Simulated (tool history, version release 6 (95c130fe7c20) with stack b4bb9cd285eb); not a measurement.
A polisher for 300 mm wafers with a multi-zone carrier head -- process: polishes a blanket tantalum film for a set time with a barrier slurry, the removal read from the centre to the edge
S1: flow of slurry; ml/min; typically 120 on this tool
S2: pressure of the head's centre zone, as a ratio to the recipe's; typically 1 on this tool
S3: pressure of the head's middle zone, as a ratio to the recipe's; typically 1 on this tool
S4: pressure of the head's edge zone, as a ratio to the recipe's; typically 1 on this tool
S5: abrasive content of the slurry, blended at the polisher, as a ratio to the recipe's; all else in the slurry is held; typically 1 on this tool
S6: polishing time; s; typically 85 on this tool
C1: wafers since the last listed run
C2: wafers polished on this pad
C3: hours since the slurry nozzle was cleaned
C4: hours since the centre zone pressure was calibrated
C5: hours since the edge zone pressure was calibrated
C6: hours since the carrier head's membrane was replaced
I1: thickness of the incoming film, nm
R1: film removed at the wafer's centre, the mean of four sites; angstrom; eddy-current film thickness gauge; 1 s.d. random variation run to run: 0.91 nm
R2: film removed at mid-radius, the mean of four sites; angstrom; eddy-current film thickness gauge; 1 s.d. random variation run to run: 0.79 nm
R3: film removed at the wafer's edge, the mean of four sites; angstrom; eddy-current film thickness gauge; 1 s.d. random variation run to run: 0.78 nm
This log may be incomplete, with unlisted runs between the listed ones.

Run 1, hour 0: usual settings; C1 0; C2 1563; C3 92.9; C4 384.3; C5 551.8; C6 522.7; I1 435.4. Result: R1 795 angstrom, R2 857 angstrom, R3 889 angstrom.
Run 2, hour 43.6: usual settings; C1 378; C2 1941; C3 136.5; C4 427.9; C5 595.4; C6 566.3; I1 435.6. Result: R1 793 angstrom, R2 868 angstrom, R3 889 angstrom.
Run 3, hour 82.7: usual settings but S2 1.1, S3 0.89, S4 0.93, S6 76 s; C1 339; C2 2280; C3 175.6; C4 467; C5 634.5; C6 605.4; I1 435.7. Result: R1 781 angstrom, R2 712 angstrom, R3 760 angstrom.
Run 4, hour 128.3: usual settings but S2 1.06, S6 105 s; C1 395; C2 2676; C3 221.2; C4 512.6; C5 680.1; C6 651; I1 429.9. Result: R1 1005 angstrom, R2 1053 angstrom, R3 1096 angstrom.
Run 5, hour 184.2: usual settings but S1 110 ml/min, S2 0.92, S5 1.2; C1 484; C2 3160; C3 277.1; C4 568.5; C5 736; C6 706.9; I1 435.9. Result: R1 777 angstrom, R2 912 angstrom, R3 922 angstrom.
Run 6, hour 223.5: usual settings; C1 340; C2 3501; C3 316.4; C4 607.8; C5 775.3; C6 746.2; I1 433.1. Result: R1 793 angstrom, R2 879 angstrom, R3 897 angstrom.
Run 7, hour 262.9: usual settings but S3 0.93, S6 57 s; C1 341; C2 3843; C3 355.8; C4 647.2; C5 814.7; C6 785.6; I1 445.7. Result: R1 516 angstrom, R2 551 angstrom, R3 600 angstrom.
At hour 269.9: worn pad replaced by a new one.
At hour 304.1: edge zone pressure recalibrated.
Run 8, hour 309.6: usual settings but S2 1.1, S3 1.11; C1 352; C2 326; C3 402.5; C4 693.9; C5 5.5; C6 832.3; I1 442.8. Result: R1 844 angstrom, R2 952 angstrom, R3 878 angstrom.
At hour 327.9: carrier head's membrane replaced by a new one.
At hour 370.9: slurry nozzle cleaned.
Run 9, hour 374.5: usual settings but S5 0.75; C1 510; C2 837; C3 3.6; C4 758.8; C5 70.4; C6 46.6; I1 446. Result: R1 701 angstrom, R2 755 angstrom, R3 787 angstrom.
Run 10, hour 444: usual settings; C1 602; C2 1439; C3 73.1; C4 828.3; C5 139.9; C6 116.1; I1 437.8. Result: R1 787 angstrom, R2 862 angstrom, R3 891 angstrom.
Run 11, hour 508: usual settings but S1 95 ml/min, S3 0.95; C1 554; C2 1994; C3 137.1; C4 892.3; C5 203.9; C6 180.1; I1 442.6. Result: R1 730 angstrom, R2 795 angstrom, R3 854 angstrom.
Run 12, hour 549.2: usual settings but S5 0.7; C1 357; C2 2351; C3 178.3; C4 933.5; C5 245.1; C6 221.3; I1 439.2. Result: R1 663 angstrom, R2 745 angstrom, R3 764 angstrom.
Run 13, hour 588.6: usual settings but S6 97 s; C1 341; C2 2693; C3 217.7; C4 972.9; C5 284.5; C6 260.7; I1 436. Result: R1 899 angstrom, R2 993 angstrom, R3 1006 angstrom.
Run 14, hour 635.8: usual settings; C1 409; C2 3102; C3 264.9; C4 1020.1; C5 331.7; C6 307.9; I1 435.2. Result: R1 770 angstrom, R2 872 angstrom, R3 906 angstrom.
Run 15, hour 683.4: usual settings; C1 412; C2 3515; C3 312.5; C4 1067.7; C5 379.3; C6 355.5; I1 435.9. Result: R1 778 angstrom, R2 878 angstrom, R3 893 angstrom.
Run 16, hour 751: usual settings but S5 1.15; C1 586; C2 4101; C3 380.1; C4 1135.3; C5 446.9; C6 423.1; I1 437.1. Result: R1 804 angstrom, R2 907 angstrom, R3 936 angstrom.
At hour 784.7: slurry nozzle cleaned.
At hour 800.7: worn pad replaced by a new one.
Run 17, hour 813.2: usual settings; C1 495; C2 108; C3 28.5; C4 1197.5; C5 509.1; C6 485.3; I1 436.3. Result: R1 765 angstrom, R2 873 angstrom, R3 887 angstrom.
Run 18, hour 856.5: usual settings; C1 375; C2 483; C3 71.8; C4 1240.8; C5 552.4; C6 528.6; I1 441.5. Result: R1 788 angstrom, R2 861 angstrom, R3 889 angstrom.
Run 19, hour 991.3: usual settings but S2 1.08, S6 58 s; C1 1168; C2 1652; C3 206.6; C4 1375.6; C5 687.2; C6 663.4; I1 442.7. Result: R1 552 angstrom, R2 589 angstrom, R3 611 angstrom.
Run 20, hour 1051: usual settings but S2 0.88; C1 517; C2 2170; C3 266.3; C4 1435.3; C5 746.9; C6 723.1; I1 437.1. Result: R1 694 angstrom, R2 862 angstrom, R3 887 angstrom.
Run 21, hour 1097.9: usual settings but S1 130 ml/min, S2 1.09, S3 1.07, S4 0.92; C1 406; C2 2576; C3 313.2; C4 1482.2; C5 793.8; C6 770; I1 445.2. Result: R1 845 angstrom, R2 939 angstrom, R3 869 angstrom.

What if the next run were any one of these 5? Each begins from the tool's condition after run 21:
Run A, hour 1098.4: usual settings; C1 4; C2 2581; C3 313.7; C4 1482.7; C5 794.3; C6 770.5; I1 442.5. Result: R1 ?, R2 ?, R3 ?.
Run B, hour 1098.4: usual settings but S2 0.95; C1 4; C2 2581; C3 313.7; C4 1482.7; C5 794.3; C6 770.5; I1 442.5. Result: R1 ?, R2 ?, R3 ?.
Run C, hour 1098.4: usual settings but S6 56 s; C1 4; C2 2581; C3 313.7; C4 1482.7; C5 794.3; C6 770.5; I1 442.5. Result: R1 ?, R2 ?, R3 ?.
Run D, hour 1098.4: usual settings but S5 1.1; C1 4; C2 2581; C3 313.7; C4 1482.7; C5 794.3; C6 770.5; I1 442.5. Result: R1 ?, R2 ?, R3 ?.
Run E, hour 1098.4: usual settings but S5 0.9, S6 112 s; C1 4; C2 2581; C3 313.7; C4 1482.7; C5 794.3; C6 770.5; I1 442.5. Result: R1 ?, R2 ?, R3 ?.

run   R1    R2    R3
  A  755   874   882
  B  725   874   882
  C  497   576   581
  D  779   901   910
  E  958  1108  1119
Take away the tool's hidden state, keep each run's random variation, and the runs would have read:
run    R1    R2    R3
  A   843   873   882
  B   810   873   882
  C   556   575   581
  D   870   901   910
  E  1070  1107  1119

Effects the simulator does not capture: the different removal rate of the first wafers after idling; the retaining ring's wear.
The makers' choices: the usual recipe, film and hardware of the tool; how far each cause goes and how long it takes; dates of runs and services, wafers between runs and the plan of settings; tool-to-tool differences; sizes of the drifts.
